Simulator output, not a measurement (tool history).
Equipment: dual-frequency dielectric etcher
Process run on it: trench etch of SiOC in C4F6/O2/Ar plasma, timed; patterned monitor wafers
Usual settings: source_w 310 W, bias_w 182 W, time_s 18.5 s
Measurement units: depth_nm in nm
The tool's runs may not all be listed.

| run | day | source_w | bias_w | time_s | read-back reference wafer on the same gauge, depth_nm | depth_nm |
|---|---|---|---|---|---|---|
| 1 | 0 | 310 | 182 | 18.5 | 39.46 | 36.6 |
|  | 2.092 | wet clean of the chamber |
| 2 | 2.658 | 310 | 182 | 18.5 | 39.38 | 36.59 |
| 3 | 5.612 | 310 | 182 | 18.5 | 39.4 | 36.66 |
| 4 | 7.75 | 310 | 182 | 18.5 | 39.38 | 36.68 |
| 5 | 9.658 | 310 | 182 | 18.5 | 39.43 | 36.72 |
| 6 | 11.904 | 310 | 182 | 18.5 | 39.43 | 36.63 |
| 7 | 14.262 | 310 | 182 | 18.5 | 39.42 | 36.65 |
| 8 | 16.462 | 310 | 161 | 18.5 | 39.43 | 35.96 |
| 9 | 17.654 | 310 | 161 | 18.5 | 39.44 | 36 |
| 10 | 25.683 | 310 | 182 | 18.5 | 39.4 | 36.67 |
|  | 26.938 | gauge calibrated |
|  | 27.433 | wet clean of the chamber |
| 11 | 27.688 | 310 | 182 | 15 | 39.38 | 29.77 |
| 12 | 30.154 | 310 | 182 | 15 | 39.39 | 29.75 |
|  | 31.225 | upper electrode replaced, of another model than before |
| 13 | 32.033 | 310 | 182 | 15 | 39.41 | 30.1 |
|  | 34.346 | source power generator calibrated |
| 14 | 34.367 | 310 | 182 | 18.5 | 39.38 | 36.11 |
| 15 | 37.183 | 310 | 182 | 14.5 | 39.36 | 28.43 |
| 16 | 40.054 | 310 | 182 | 18.5 | 39.37 | 36.18 |
| 17 | 42.396 | 280 | 156 | 23.5 | 39.36 | 41.88 |
| 18 | 44.504 | 260 | 182 | 18.5 | 39.37 | 32.96 |
|  | 48.475 | wet clean of the chamber |
| 19 | 50.058 | 360 | 196 | 15 | 39.42 | 32.28 |
| 20 | 52.517 | 350 | 157 | 23 | 39.4 | 46.16 |
|  | 53.525 | bias power generator calibrated |
| 21 | 54.946 | 340 | 149 | 22 | 39.42 | 42.97 |
| 22 | 56.8 | 330 | 182 | 20.5 | 39.34 | 41.7 |
| 23 | 59.771 | 310 | 145 | 18.5 | 39.4 | 34.26 |

What does the tool deliver on the next run?
| 24 | 61.162 | 310 | 197 | 15.5 | ? | ? |

Run 24 produced read-back reference wafer on the same gauge, depth_nm 39.41, depth_nm 31.27 nm.
On a tool with no hidden condition, and with the same random variation, this run would have come out at depth_nm 31.07 nm.
